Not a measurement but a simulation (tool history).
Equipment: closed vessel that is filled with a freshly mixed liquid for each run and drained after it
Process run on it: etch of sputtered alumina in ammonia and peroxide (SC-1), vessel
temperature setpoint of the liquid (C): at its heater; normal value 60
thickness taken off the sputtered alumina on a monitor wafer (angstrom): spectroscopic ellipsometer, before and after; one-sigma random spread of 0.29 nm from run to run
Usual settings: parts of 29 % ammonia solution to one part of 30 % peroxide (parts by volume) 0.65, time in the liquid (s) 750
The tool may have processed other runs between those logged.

| run | day | temperature setpoint of the liquid (C) | parts of 29 % ammonia solution to one part of 30 % peroxide (parts by volume) | time in the liquid (s) | read-back film thickness of the sputtered alumina reference wafer, read on the same gauge (nm) | thickness taken off the sputtered alumina on a monitor wafer (angstrom) |
|---|---|---|---|---|---|---|
| 1 | 0 | 60 | 0.65 | 750 | 50.01 | 479.3 |
|  | 0.575 | thermometer replaced |
| 2 | 0.725 | 60 | 0.75 | 750 | 49.96 | 523.5 |
| 3 | 1.408 | 60 | 0.65 | 750 | 49.95 | 515.5 |
|  | 1.508 | new drum of ammonia solution connected |
|  | 1.717 | gauge calibrated |
| 4 | 1.821 | 60 | 0.65 | 750 | 50.01 | 517.6 |
|  | 2.275 | ammonia flow meter replaced |
| 5 | 2.521 | 60 | 0.65 | 750 | 50 | 514.4 |
| 6 | 2.954 | 60 | 0.65 | 750 | 50.04 | 514.6 |
| 7 | 3.296 | 60 | 0.65 | 750 | 50.01 | 516.2 |
| 8 | 3.967 | 53 | 0.65 | 1070 | 50.02 | 514.7 |
|  | 4.462 | thermometer replaced, repeated, since the last time left the tool worse |
| 9 | 4.625 | 60 | 0.65 | 750 | 50.02 | 442.5 |
| 10 | 4.883 | 60 | 0.65 | 750 | 50.01 | 443.4 |
| 11 | 5.379 | 60 | 0.65 | 750 | 50.03 | 447.2 |
| 12 | 6.092 | 68 | 0.75 | 985 | 50.04 | 879.8 |
| 13 | 6.454 | 51 | 0.85 | 1080 | 49.97 | 409.7 |
| 14 | 6.908 | 53 | 0.65 | 750 | 49.97 | 309.5 |
| 15 | 7.329 | 60 | 0.65 | 435 | 50.01 | 257.3 |
| 16 | 7.938 | 67 | 0.65 | 875 | 50.01 | 736.1 |
| 17 | 8.433 | 65.5 | 0.65 | 905 | 50.07 | 702.3 |
| 18 | 9.842 | 60 | 0.4 | 750 | 50.01 | 422.5 |

Predict the results of run 19:
| 19 | 10.371 | 60 | 0.65 | 750 | ? | ? |

{"run 19": {"read-back film thickness of the sputtered alumina reference wafer, read on the same gauge (nm)": 50.02, "thickness taken off the sputtered alumina on a monitor wafer (angstrom)": 450}}
With no hidden state in the tool, this same run would have given thickness taken off the sputtered alumina on a monitor wafer (angstrom) 441.1.
